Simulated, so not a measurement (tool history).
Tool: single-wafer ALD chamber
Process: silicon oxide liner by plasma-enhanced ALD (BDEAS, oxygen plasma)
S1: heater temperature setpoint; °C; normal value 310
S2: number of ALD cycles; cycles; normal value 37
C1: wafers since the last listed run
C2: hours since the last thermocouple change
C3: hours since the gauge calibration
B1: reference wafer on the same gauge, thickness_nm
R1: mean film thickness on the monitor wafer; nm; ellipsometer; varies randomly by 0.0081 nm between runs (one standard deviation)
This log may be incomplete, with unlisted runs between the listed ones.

{"run": 1, "hour": 0.0, "S1": 299, "S2": 31, "C1": 0, "C2": 2267.7, "C3": 475.1, "B1": 3.393, "R1": 2.81}
{"run": 2, "hour": 50.5, "S1": 310, "S2": 37, "C1": 323, "C2": 2318.2, "C3": 525.6, "B1": 3.395, "R1": 3.296}
{"run": 3, "hour": 80.2, "S1": 310, "S2": 37, "C1": 190, "C2": 2347.9, "C3": 555.3, "B1": 3.395, "R1": 3.279}
{"run": 4, "hour": 116.4, "S1": 310, "S2": 37, "C1": 232, "C2": 2384.1, "C3": 591.5, "B1": 3.397, "R1": 3.286}
{"run": 5, "hour": 168.9, "S1": 310, "S2": 37, "C1": 336, "C2": 2436.6, "C3": 644, "B1": 3.397, "R1": 3.287}
{"run": 6, "hour": 239.2, "S1": 310, "S2": 37, "C1": 450, "C2": 2506.9, "C3": 714.3, "B1": 3.399, "R1": 3.295}
{"run": 7, "hour": 266.4, "S1": 310, "S2": 33, "C1": 174, "C2": 2534.1, "C3": 741.5, "B1": 3.398, "R1": 2.925}
{"hour": 286.5, "done": "thermocouple changed; heater temperature recalibrated"}
{"run": 8, "hour": 306.5, "S1": 321, "S2": 39, "C1": 205, "C2": 20, "C3": 781.6, "B1": 3.403, "R1": 3.411}
{"run": 9, "hour": 367.3, "S1": 300, "S2": 37, "C1": 389, "C2": 80.8, "C3": 842.4, "B1": 3.399, "R1": 3.348}
{"hour": 415.4, "done": "gauge calibrated"}
{"run": 10, "hour": 437.2, "S1": 315, "S2": 37, "C1": 448, "C2": 150.7, "C3": 21.8, "B1": 3.358, "R1": 3.22}
{"run": 11, "hour": 483.8, "S1": 322, "S2": 42, "C1": 298, "C2": 197.3, "C3": 68.4, "B1": 3.365, "R1": 3.605}
{"run": 12, "hour": 524.1, "S1": 295, "S2": 43, "C1": 258, "C2": 237.6, "C3": 108.7, "B1": 3.368, "R1": 3.934}
{"run": 13, "hour": 561.1, "S1": 310, "S2": 37, "C1": 237, "C2": 274.6, "C3": 145.7, "B1": 3.368, "R1": 3.258}
{"run": 14, "hour": 602.4, "S1": 310, "S2": 40, "C1": 264, "C2": 315.9, "C3": 187, "B1": 3.377, "R1": 3.532}
{"run": 15, "hour": 651.4, "S1": 314, "S2": 40, "C1": 314, "C2": 364.9, "C3": 236, "B1": 3.376, "R1": 3.513}
{"run": 16, "hour": 716.9, "S1": 298, "S2": 35, "C1": 419, "C2": 430.4, "C3": 301.5, "B1": 3.382, "R1": 3.199}
{"run": 17, "hour": 753.7, "S1": 301, "S2": 35, "C1": 235, "C2": 467.2, "C3": 338.3, "B1": 3.383, "R1": 3.134}
{"run": 18, "hour": 798.4, "S1": 310, "S2": 37, "C1": 286, "C2": 511.9, "C3": 383, "B1": 3.388, "R1": 3.279}

Consider 3 possible next runs. They are alternatives, not a sequence: every one starts from the tool as it was left by run 18. What does each give?
{"run": "A", "hour": 798.9, "S1": 310, "S2": 37, "C1": 3, "C2": 512.4, "C3": 383.5, "B1": "?", "R1": "?"}
{"run": "B", "hour": 798.9, "S1": 323, "S2": 42, "C1": 3, "C2": 512.4, "C3": 383.5, "B1": "?", "R1": "?"}
{"run": "C", "hour": 798.9, "S1": 323, "S2": 34, "C1": 3, "C2": 512.4, "C3": 383.5, "B1": "?", "R1": "?"}

run=A B1=3.389 R1=3.278
run=B B1=3.389 R1=3.643
run=C B1=3.389 R1=2.949
Without the tool's hidden state the same runs would have given:
run=A R1=3.242
run=B R1=3.602
run=C R1=2.916

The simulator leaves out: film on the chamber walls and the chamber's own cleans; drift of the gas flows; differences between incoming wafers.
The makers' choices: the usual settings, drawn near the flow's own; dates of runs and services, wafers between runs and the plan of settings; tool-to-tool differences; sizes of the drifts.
